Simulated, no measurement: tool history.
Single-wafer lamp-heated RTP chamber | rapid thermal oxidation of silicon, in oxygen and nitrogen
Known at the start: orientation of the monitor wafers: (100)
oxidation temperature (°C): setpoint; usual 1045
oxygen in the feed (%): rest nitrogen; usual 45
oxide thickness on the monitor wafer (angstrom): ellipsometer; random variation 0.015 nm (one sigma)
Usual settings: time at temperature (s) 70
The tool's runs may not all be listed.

run,day,oxidation temperature (°C),time at temperature (s),oxygen in the feed (%),"read-back reference wafer on the same gauge, thickness",oxide thickness on the monitor wafer (angstrom)
1,0,1045,70,45,5.861,66.5
2,1.992,1045,70,45,5.855,66.52
3,3.458,1045,70,45,5.851,66.57
4,4.679,1045,70,45,5.846,66.48
5,5.417,1045,70,45,5.847,66.29
6,6.429,1045,70,45,5.845,66.32
# day 8.158: gauge calibrated
7,9.033,1045,70,45,5.899,66.94
8,10.375,1045,70,45,5.896,67.05
9,10.929,1045,70,45,5.892,66.75
# day 11.317: oxygen flow controller replaced
10,11.471,1045,70,45,5.891,66.94
11,12.179,1045,70,45,5.89,66.96
12,13.425,1045,70,54,5.89,71.32
13,13.938,1045,70,45,5.881,66.61
14,14.504,1036,86,67,5.882,79.34
15,15.325,1045,70,45,5.879,66.61
# day 15.867: pyrometer window cleaned and pyrometer calibrated
16,16.338,1045,85,45,5.88,72.48
17,17.738,1073,36,28,5.877,51.09
18,18.442,1075,41,45,5.874,64.46
19,19.55,1057,70,17,5.867,51.74
20,20.667,1057,70,53,5.868,76.61
21,21.967,1045,70,45,5.865,66.45
22,22.95,1074,70,45,5.864,80.75
23,25.096,1045,46,53,5.856,58.71

Forecast each of these 3 alternatives for the next run:
A,25.112,1045,70,55,?,?
B,25.112,1066,79,45,?,?
C,25.112,1026,96,45,?,?

run,"read-back reference wafer on the same gauge, thickness",oxide thickness on the monitor wafer (angstrom)
A,5.854,71.16
B,5.854,80.61
C,5.854,66.87
Without the tool's hidden state the same runs would have given:
run,oxide thickness on the monitor wafer (angstrom)
A,71.82
B,81.35
C,67.49

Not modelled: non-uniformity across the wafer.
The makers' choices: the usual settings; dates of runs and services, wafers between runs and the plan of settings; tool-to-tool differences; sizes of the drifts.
